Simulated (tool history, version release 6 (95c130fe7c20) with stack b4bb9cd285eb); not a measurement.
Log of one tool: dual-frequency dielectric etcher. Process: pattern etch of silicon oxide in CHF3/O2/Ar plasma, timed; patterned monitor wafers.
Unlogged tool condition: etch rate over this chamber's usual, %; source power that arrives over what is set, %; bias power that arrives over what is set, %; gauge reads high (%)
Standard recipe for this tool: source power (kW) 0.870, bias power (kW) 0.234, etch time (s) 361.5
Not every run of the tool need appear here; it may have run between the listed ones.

run,hour,source power (kW),bias power (kW),etch time (s),wafers since the last listed run,hours since the last wet clean,hours since the last source power generator calibration,hours since the last bias power generator calibration,hours since the last upper electrode change,hours since the gauge calibration,"read-back reference wafer on the same gauge, depth_nm",mean etch depth across the wafer (nm)
1,0.0,0.870,0.234,334.5,0,404.9,4666.1,4249.4,3385.9,103.3,929.2,818.6
2,12.8,0.870,0.234,334.5,57,417.7,4678.9,4262.2,3398.7,116.1,929.2,818.6
3,20.0,0.870,0.268,361.5,32,424.9,4686.1,4269.4,3405.9,123.3,929.2,931.2
4,27.4,0.870,0.268,361.5,33,432.3,4693.5,4276.8,3413.3,130.7,929.4,931.7
5,44.0,0.870,0.234,361.5,75,448.9,4710.1,4293.4,3429.9,147.3,929.1,884.3
6,53.6,0.870,0.234,361.5,43,458.5,4719.7,4303.0,3439.5,156.9,929.0,886.9
# hour 123.0: wet clean of the chamber
# hour 123.9: bias power generator calibrated
7,124.4,0.700,0.234,361.5,207,1.4,4790.5,0.5,3510.3,227.7,928.6,805.0
8,124.9,0.700,0.234,361.5,2,1.9,4791.0,1.0,3510.8,228.2,928.6,806.0
9,127.5,0.700,0.234,361.5,11,4.5,4793.6,3.6,3513.4,230.8,929.3,804.5
10,133.7,0.870,0.234,361.5,28,10.7,4799.8,9.8,3519.6,237.0,928.9,875.9
11,151.0,0.870,0.277,361.5,78,28.0,4817.1,27.1,3536.9,254.3,928.9,931.0
12,163.8,0.870,0.234,361.5,57,40.8,4829.9,39.9,3549.7,267.1,929.1,878.2
13,170.9,0.760,0.268,303.0,32,47.9,4837.0,47.0,3556.8,274.2,929.1,732.9
14,181.3,0.870,0.234,361.5,47,58.3,4847.4,57.4,3567.2,284.6,929.1,875.4
# hour 202.0: gauge calibrated
# hour 214.3: source power generator calibrated
# hour 214.4: upper electrode replaced
15,214.9,0.680,0.203,361.5,133,91.9,0.6,91.0,0.5,12.9,929.1,758.8
16,215.3,0.870,0.234,361.5,1,92.3,1.0,91.4,0.9,13.3,929.0,875.8
17,223.8,0.940,0.212,361.5,38,100.8,9.5,99.9,9.4,21.8,929.0,871.3
18,230.5,0.870,0.234,264.5,30,107.5,16.2,106.6,16.1,28.5,928.8,640.7
19,248.2,1.060,0.261,445.5,80,125.2,33.9,124.3,33.8,46.2,929.0,1212.1
20,257.3,0.660,0.214,361.5,41,134.3,43.0,133.4,42.9,55.3,929.3,765.6
21,269.0,0.870,0.234,411.0,52,146.0,54.7,145.1,54.6,67.0,928.8,996.9
22,284.0,0.960,0.234,326.0,67,161.0,69.7,160.1,69.6,82.0,929.2,822.3
23,333.0,0.870,0.263,361.5,221,210.0,118.7,209.1,118.6,131.0,929.1,915.7
24,339.1,0.710,0.234,469.5,27,216.1,124.8,215.2,124.7,137.1,929.0,1059.0
25,357.1,0.870,0.208,323.5,81,234.1,142.8,233.2,142.7,155.1,928.8,757.4

Below, some changes in mean etch depth across the wafer (nm) between adjacent runs. For each, the amount present without the hidden state too (settings, incoming material, random variation) and the amount remaining for the hidden state with gauge scatter not shared by both compared results:
Run 6 -> 7: source power (kW) 0.870 -> 0.700, wet clean of the chamber, bias power generator calibrated. mean etch depth across the wafer (nm) -81.9: hidden state -11.5, all else -70.4.
Run 18 -> 19: source power (kW) 0.870 -> 1.060, bias power (kW) 0.234 -> 0.261, etch time (s) 264.5 -> 445.5. mean etch depth across the wafer (nm) +571.4: hidden state +2.4, all else +569.0.
Run 19 -> 20: source power (kW) 1.060 -> 0.660, bias power (kW) 0.261 -> 0.214, etch time (s) 445.5 -> 361.5. mean etch depth across the wafer (nm) -446.5: hidden state -1.5, all else -445.0.
